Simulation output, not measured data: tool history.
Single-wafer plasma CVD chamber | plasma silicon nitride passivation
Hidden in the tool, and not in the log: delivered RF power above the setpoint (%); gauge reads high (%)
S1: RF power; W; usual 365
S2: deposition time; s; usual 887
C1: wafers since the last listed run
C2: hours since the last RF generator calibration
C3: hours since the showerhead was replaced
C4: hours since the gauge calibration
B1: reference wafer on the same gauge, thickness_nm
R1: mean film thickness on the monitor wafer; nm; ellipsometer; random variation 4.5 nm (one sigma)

run,day,S1,S2,C1,C2,C3,C4,B1,R1
1,0,365,887,0,939.1,5603.1,586.7,1338.281,1226.311
2,5.475,365,887,213,1070.5,5734.5,718.1,1339.207,1226.87
3,7.65,365,887,84,1122.7,5786.7,770.3,1340.26,1228.414
4,10.646,310,840,116,1194.6,5858.6,842.2,1340.75,1065.927
5,14.271,365,887,141,1281.6,5945.6,929.2,1339.796,1222.798
6,16.442,365,887,84,1333.7,5997.7,981.3,1341.452,1221.691
# day 23.417: showerhead replaced, of another model than before
7,23.954,365,887,280,1514,12.9,1161.6,1339.709,1197.309
# day 26.467: RF generator calibrated
8,31.458,365,887,279,119.8,193,1341.7,1338.894,1243.163
9,32.6,365,887,44,147.2,220.4,1369.1,1341.608,1230.847
10,34.796,390,995,85,199.9,273.1,1421.8,1340.005,1460.955
# day 36.133: gauge calibrated
11,37.504,400,999,105,264.9,338.1,32.9,1339.095,1475.177
12,43.208,390,887,222,401.8,475,169.8,1338.515,1288.209
13,44.879,365,720,65,441.9,515.1,209.9,1340.355,1002.436
14,47.85,365,1032,115,513.2,586.4,281.2,1339.211,1421.243
15,49.954,390,942,82,563.7,636.9,331.7,1339.642,1361.046
16,52.533,365,887,100,625.6,698.8,393.6,1340.987,1225.337
17,54.512,425,887,77,673.1,746.3,441.1,1341.588,1361.693
18,55.638,415,790,43,700.1,773.3,468.1,1340.415,1186.298
19,57.958,365,887,90,755.8,829,523.8,1341.009,1223.204

The tool's hidden state at each run:
gauge reads high (%): 0 in every run
H1: delivered RF power above the setpoint (%)
run,H1
1,-3.07
2,-3.45
3,-3.61
4,-3.82
5,-4.07
6,-4.22
7,-4.75
8,-0.606
9,-0.686
10,-0.841
11,-1.03
12,-1.43
13,-1.55
14,-1.76
15,-1.91
16,-2.09
17,-2.23
18,-2.31
19,-2.47
